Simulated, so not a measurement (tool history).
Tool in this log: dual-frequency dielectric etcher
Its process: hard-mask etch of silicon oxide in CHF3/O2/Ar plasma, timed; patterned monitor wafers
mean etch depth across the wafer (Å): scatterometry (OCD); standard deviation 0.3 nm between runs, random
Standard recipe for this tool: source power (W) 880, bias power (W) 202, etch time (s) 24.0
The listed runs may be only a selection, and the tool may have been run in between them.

run   hour  source power (W)  bias power (W)  etch time (s)  read-back reference wafer on the same gauge, depth_nm  mean etch depth across the wafer (Å)
  1    0.0               880             202           24.0                                                   51.3                                   607
  2   13.0               880             202           24.0                                                   51.3                                   608
  3   26.1               990             202           24.0                                                   51.3                                   623
  4   41.2               990             202           24.0                                                   51.3                                   620
  5   54.1               880             202           24.0                                                   51.3                                   615
  6   69.5               820             247           26.5                                                   51.3                                   712
  7   99.3               880             177           18.0                                                   51.3                                   423
  8   99.6              1050             218           21.5                                                   51.1                                   572
  9  100.4               880             202           24.0                                                   51.3                                   594
 10  112.1               880             173           28.5                                                   51.3                                   657
 11  118.5               880             226           26.5                                                   51.3                                   686
 12  135.5               880             202           24.0                                                   51.3                                   593
 13  153.0               880             226           26.5                                                   51.3                                   689
 14  159.9               880             202           22.0                                                   51.3                                   550
 15  169.8               880             202           24.0                                                   51.3                                   598
 16  195.4               880             202           18.5                                                   51.2                                   460
 17  197.2               880             186           24.0                                                   51.2                                   566
 18  210.4               880             216           20.5                                                   51.3                                   527
 19  224.0               740             156           28.0                                                   51.3                                   565
 20  238.6               790             202           21.5                                                   51.3                                   520
 21  245.3              1040             247           29.5                                                   51.3                                   866
 22  251.6               740             220           29.0                                                   51.3                                   728
 23  265.0               880             202           24.0                                                   51.4                                   596
 24  277.9              1040             227           17.5                                                   51.3                                   490
 25  291.5               950             202           30.5                                                   51.3                                   778
 26  312.0              1000             202           28.0                                                   51.4                                   732
 27  327.9               880             202           24.0                                                   51.3                                   596
 28  341.5               980             202           24.0                                                   51.3                                   621
 29  392.0               990             202           26.0                                                   51.3                                   676

Withheld: 4 entries from between the runs. Position of each, and hidden state at the listed run before versus the listed run after:
In the gap between runs 6 and 7: wet clean of the chamber (hour 98.8)
  etch rate over this chamber's usual, %: 3.18 -> 0.376
  measured value less the no-hidden-state value, mean etch depth across the wafer (Å): +22 -> +2
In the gap between runs 9 and 10: gauge calibrated (hour 104.5)
  etch rate over this chamber's usual, %: 0.385 -> 0.481
  measured value less the no-hidden-state value, mean etch depth across the wafer (Å): +3 -> +3
In the gap between runs 11 and 12: source power generator calibrated (hour 130.9)
  etch rate over this chamber's usual, %: 0.533 -> 0.672
  measured value less the no-hidden-state value, mean etch depth across the wafer (Å): +4 -> +4
In the gap between runs 15 and 16: upper electrode replaced, of another model than before (hour 194.9)
  etch rate over this chamber's usual, %: 0.952 -> 1.16
  measured value less the no-hidden-state value, mean etch depth across the wafer (Å): +6 -> +5
